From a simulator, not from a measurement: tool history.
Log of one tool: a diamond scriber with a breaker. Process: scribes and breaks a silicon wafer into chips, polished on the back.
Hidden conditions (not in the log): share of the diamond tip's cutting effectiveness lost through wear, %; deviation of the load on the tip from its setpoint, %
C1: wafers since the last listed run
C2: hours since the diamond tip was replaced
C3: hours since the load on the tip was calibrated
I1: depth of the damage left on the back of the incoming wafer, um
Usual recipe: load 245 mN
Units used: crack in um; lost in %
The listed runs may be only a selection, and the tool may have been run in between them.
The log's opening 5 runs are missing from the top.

Run 6, hour 265.4: usual settings; C1 48; C2 259.1; C3 894; I1 0.02. Result: crack 11.49 um, lost 2.06 %.
Run 7, hour 322.8: usual settings; C1 64; C2 316.5; C3 951.4; I1 0.03. Result: crack 11.46 um, lost 2.28 %.
Run 8, hour 358.1: usual settings; C1 39; C2 351.8; C3 986.7; I1 0.01. Result: crack 11.27 um, lost 2.32 %.
Run 9, hour 409.7: usual settings; C1 58; C2 403.4; C3 1038.3; I1 0.03. Result: crack 11.17 um, lost 2.52 %.
Run 10, hour 460.9: usual settings but load 278 mN; C1 57; C2 454.6; C3 1089.5; I1 0.04. Result: crack 12.33 um, lost 0.76 %.
Run 11, hour 519: usual settings but load 278 mN; C1 65; C2 512.7; C3 1147.6; I1 0.04. Result: crack 12.55 um, lost 0.77 %.
At hour 553.3: diamond tip replaced by a new one.
At hour 579: load on the tip recalibrated.
Run 12, hour 579.8: usual settings but load 213 mN; C1 64; C2 26.5; C3 0.8; I1 0.03. Result: crack 10.85 um, lost 3.7 %.
Run 13, hour 620.9: usual settings; C1 46; C2 67.6; C3 41.9; I1 0.02. Result: crack 12.17 um, lost 0.84 %.
Run 14, hour 656.9: usual settings but load 224 mN; C1 40; C2 103.6; C3 77.9; I1 0.04. Result: crack 11.25 um, lost 2.61 %.
Run 15, hour 725.6: usual settings but load 224 mN; C1 77; C2 172.3; C3 146.6; I1 0.05. Result: crack 11.01 um, lost 2.89 %.
Run 16, hour 765.3: usual settings; C1 44; C2 212; C3 186.3; I1 0.03. Result: crack 12.05 um, lost 1.11 %.
Run 17, hour 829.9: usual settings; C1 73; C2 276.6; C3 250.9; I1 0.02. Result: crack 11.68 um, lost 1.2 %.
Run 18, hour 879.7: usual settings; C1 56; C2 326.4; C3 300.7; I1 0.03. Result: crack 12 um, lost 1.29 %.
Run 19, hour 923.9: usual settings; C1 50; C2 370.6; C3 344.9; I1 0.04. Result: crack 11.7 um, lost 1.36 %.
Run 20, hour 991.9: usual settings; C1 76; C2 438.6; C3 412.9; I1 0.04. Result: crack 11.75 um, lost 1.47 %.
Run 21, hour 1021.7: usual settings but load 185 mN; C1 33; C2 468.4; C3 442.7; I1 0.03. Result: crack 9.57 um, lost 14.06 %.
Run 22, hour 1049: usual settings but load 222 mN; C1 30; C2 495.7; C3 470; I1 0.03. Result: crack 10.82 um, lost 4.15 %.
At hour 1107.6: diamond tip replaced by a new one.
Run 23, hour 1154: usual settings but load 181 mN; C1 116; C2 46.4; C3 575; I1 0.04. Result: crack 9.11 um, lost 14.01 %.
Run 24, hour 1216.3: usual settings but load 287 mN; C1 70; C2 108.7; C3 637.3; I1 0.02. Result: crack 12.84 um, lost 0.96 %.
Run 25, hour 1270.8: usual settings but load 172 mN; C1 61; C2 163.2; C3 691.8; I1 0.04. Result: crack 8.77 um, lost 20.38 %.

Expected results for the next run?
Run 26, hour 1298.9: usual settings but load 291 mN; C1 31; C2 191.3; C3 719.9; I1 0.03. Result: crack ?, lost ?.

Run 26 gave crack 13.04 um, lost 0.99 %.
Take away the tool's hidden state, keep the run-to-run variation as it was, and the same run would have given crack 14.3 um, lost 3.47 %.

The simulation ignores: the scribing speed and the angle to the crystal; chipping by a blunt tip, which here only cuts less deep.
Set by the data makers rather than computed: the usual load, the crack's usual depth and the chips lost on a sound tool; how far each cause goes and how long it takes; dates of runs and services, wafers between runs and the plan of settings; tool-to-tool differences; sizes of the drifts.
